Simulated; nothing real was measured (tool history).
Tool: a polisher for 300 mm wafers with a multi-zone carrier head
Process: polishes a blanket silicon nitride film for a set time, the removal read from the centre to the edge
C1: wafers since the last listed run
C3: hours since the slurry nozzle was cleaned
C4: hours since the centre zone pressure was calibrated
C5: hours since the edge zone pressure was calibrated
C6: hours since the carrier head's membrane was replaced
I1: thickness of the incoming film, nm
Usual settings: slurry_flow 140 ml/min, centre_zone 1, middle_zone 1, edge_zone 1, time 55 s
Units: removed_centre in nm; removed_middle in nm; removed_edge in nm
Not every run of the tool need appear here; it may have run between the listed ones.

run 1 hour=0 | slurry_flow=140 centre_zone=1 middle_zone=1 edge_zone=1 time=55 | C1=0 wafers_polished_on_this_pad=175 C3=100.8 C4=755.9 C5=728.7 C6=340.5 | I1=610.7 | removed_centre=69 removed_middle=71.2 removed_edge=69.2
run 2 hour=28.7 | slurry_flow=140 centre_zone=1 middle_zone=1 edge_zone=1 time=55 | C1=332 wafers_polished_on_this_pad=508 C3=129.5 C4=784.6 C5=757.4 C6=369.2 | I1=600.4 | removed_centre=70.1 removed_middle=69.5 removed_edge=68.6
run 3 hour=41.9 | slurry_flow=140 centre_zone=1 middle_zone=1 edge_zone=1 time=55 | C1=153 wafers_polished_on_this_pad=661 C3=142.7 C4=797.8 C5=770.6 C6=382.4 | I1=604.2 | removed_centre=68.6 removed_middle=69.2 removed_edge=68.3
run 4 hour=57.1 | slurry_flow=140 centre_zone=1 middle_zone=1 edge_zone=1 time=55 | C1=176 wafers_polished_on_this_pad=837 C3=157.9 C4=813 C5=785.8 C6=397.6 | I1=598.8 | removed_centre=68.4 removed_middle=69.7 removed_edge=68.4
run 5 hour=72.7 | slurry_flow=175 centre_zone=1 middle_zone=1 edge_zone=1 time=55 | C1=180 wafers_polished_on_this_pad=1018 C3=173.5 C4=828.6 C5=801.4 C6=413.2 | I1=610.4 | removed_centre=71.1 removed_middle=71.8 removed_edge=71
run 6 hour=101.2 | slurry_flow=140 centre_zone=0.93 middle_zone=1 edge_zone=1.06 time=73 | C1=330 wafers_polished_on_this_pad=1348 C3=202 C4=857.1 C5=829.9 C6=441.7 | I1=610.8 | removed_centre=85.6 removed_middle=94.2 removed_edge=96.9
run 7 hour=134.2 | slurry_flow=190 centre_zone=1 middle_zone=1 edge_zone=1 time=43 | C1=382 wafers_polished_on_this_pad=1731 C3=235 C4=890.1 C5=862.9 C6=474.7 | I1=610.8 | removed_centre=56.5 removed_middle=57.2 removed_edge=56.1
-- hour=160.7 carrier head's membrane replaced by a new one
run 8 hour=161.2 | slurry_flow=95 centre_zone=1 middle_zone=1 edge_zone=1 time=55 | C1=255 wafers_polished_on_this_pad=1986 C3=262 C4=917.1 C5=889.9 C6=0.5 | I1=607.1 | removed_centre=60.4 removed_middle=61.6 removed_edge=64.9
-- hour=176.5 edge zone pressure recalibrated
run 9 hour=182.4 | slurry_flow=140 centre_zone=1 middle_zone=0.96 edge_zone=1 time=37 | C1=222 wafers_polished_on_this_pad=2209 C3=283.2 C4=938.3 C5=5.9 C6=21.7 | I1=605.3 | removed_centre=44.8 removed_middle=42.6 removed_edge=46.2
-- hour=191.5 worn pad replaced by a new one
run 10 hour=196.4 | slurry_flow=140 centre_zone=1 middle_zone=1 edge_zone=1 time=55 | C1=115 wafers_polished_on_this_pad=57 C3=297.2 C4=952.3 C5=19.9 C6=35.7 | I1=617.2 | removed_centre=66.7 removed_middle=67.9 removed_edge=67
run 11 hour=211.3 | slurry_flow=95 centre_zone=1.12 middle_zone=1 edge_zone=1.07 time=73 | C1=172 wafers_polished_on_this_pad=230 C3=312.1 C4=967.2 C5=34.8 C6=50.6 | I1=605.2 | removed_centre=87.2 removed_middle=81.2 removed_edge=86.4
-- hour=293.3 centre zone pressure recalibrated
run 12 hour=299.1 | slurry_flow=140 centre_zone=1 middle_zone=1 edge_zone=1 time=41 | C1=994 wafers_polished_on_this_pad=1224 C3=399.9 C4=5.8 C5=122.6 C6=138.4 | I1=601.4 | removed_centre=48.5 removed_middle=50.4 removed_edge=50.7
-- hour=323.2 slurry nozzle cleaned
run 13 hour=326.9 | slurry_flow=140 centre_zone=1 middle_zone=1 edge_zone=1 time=55 | C1=310 wafers_polished_on_this_pad=1535 C3=3.7 C4=33.6 C5=150.4 C6=166.2 | I1=618.1 | removed_centre=69.9 removed_middle=71.7 removed_edge=70.6
run 14 hour=362.3 | slurry_flow=140 centre_zone=1 middle_zone=1 edge_zone=1.05 time=55 | C1=410 wafers_polished_on_this_pad=1945 C3=39.1 C4=69 C5=185.8 C6=201.6 | I1=616.4 | removed_centre=70.4 removed_middle=69.8 removed_edge=71.9
run 15 hour=394.3 | slurry_flow=140 centre_zone=1 middle_zone=0.9 edge_zone=1.07 time=55 | C1=371 wafers_polished_on_this_pad=2316 C3=71.1 C4=101 C5=217.8 C6=233.6 | I1=620.7 | removed_centre=70.5 removed_middle=63.9 removed_edge=74.7
-- hour=415.5 worn pad replaced by a new one
run 16 hour=422.5 | slurry_flow=140 centre_zone=1 middle_zone=1.06 edge_zone=1.05 time=55 | C1=280 wafers_polished_on_this_pad=81 C3=99.3 C4=129.2 C5=246 C6=261.8 | I1=605.6 | removed_centre=69 removed_middle=72.9 removed_edge=72
run 17 hour=443 | slurry_flow=140 centre_zone=1 middle_zone=1 edge_zone=1 time=55 | C1=237 wafers_polished_on_this_pad=318 C3=119.8 C4=149.7 C5=266.5 C6=282.3 | I1=605.8 | removed_centre=69.1 removed_middle=69.1 removed_edge=70.6
run 18 hour=455.3 | slurry_flow=140 centre_zone=1 middle_zone=1 edge_zone=0.93 time=55 | C1=142 wafers_polished_on_this_pad=461 C3=132.1 C4=162 C5=278.8 C6=294.6 | I1=615.7 | removed_centre=68.9 removed_middle=71.3 removed_edge=67.4
run 19 hour=475.6 | slurry_flow=125 centre_zone=1 middle_zone=1 edge_zone=0.92 time=55 | C1=235 wafers_polished_on_this_pad=696 C3=152.4 C4=182.3 C5=299.1 C6=314.9 | I1=606 | removed_centre=68.6 removed_middle=69.4 removed_edge=66
run 20 hour=492.1 | slurry_flow=140 centre_zone=1 middle_zone=1 edge_zone=0.93 time=55 | C1=191 wafers_polished_on_this_pad=888 C3=168.9 C4=198.8 C5=315.6 C6=331.4 | I1=601 | removed_centre=68.5 removed_middle=70.9 removed_edge=67.8
run 21 hour=504.6 | slurry_flow=140 centre_zone=0.96 middle_zone=1 edge_zone=1 time=55 | C1=144 wafers_polished_on_this_pad=1033 C3=181.4 C4=211.3 C5=328.1 C6=343.9 | I1=599.8 | removed_centre=65.5 removed_middle=70.5 removed_edge=69.6
run 22 hour=573.4 | slurry_flow=140 centre_zone=1 middle_zone=0.89 edge_zone=1.05 time=62 | C1=797 wafers_polished_on_this_pad=1830 C3=250.2 C4=280.1 C5=396.9 C6=412.7 | I1=611.8 | removed_centre=76 removed_middle=70.5 removed_edge=80.3

Pick out some run-to-run changes in removed_centre. Of each, how much would a tool without hidden state show as well, from the settings, what came in and chance, and how much is left for the hidden state and any gauge scatter not in both results compared?
The hidden state here: removal rate lost through wear of the pad, %; slurry flow missing at the pad, %; deviation of the centre zone's pressure from its setpoint, %; deviation of the edge zone's pressure from its setpoint, %.
Run 6 -> 7: slurry_flow 140 -> 190, centre_zone 0.93 -> 1, edge_zone 1.06 -> 1, time 73 -> 43. removed_centre -29.1 nm: hidden state +1.6, all else -30.7.
Run 10 -> 11: slurry_flow 140 -> 95, centre_zone 1 -> 1.12, edge_zone 1 -> 1.07, time 55 -> 73. removed_centre +20.5 nm: hidden state -4.2, all else +24.7.
Run 11 -> 12: slurry_flow 95 -> 140, centre_zone 1.12 -> 1, edge_zone 1.07 -> 1, time 73 -> 41, centre zone pressure recalibrated. removed_centre -38.7 nm: hidden state +4.1, all else -42.8.
Run 12 -> 13: time 41 -> 55, slurry nozzle cleaned. removed_centre +21.4 nm: hidden state +4.2, all else +17.2.
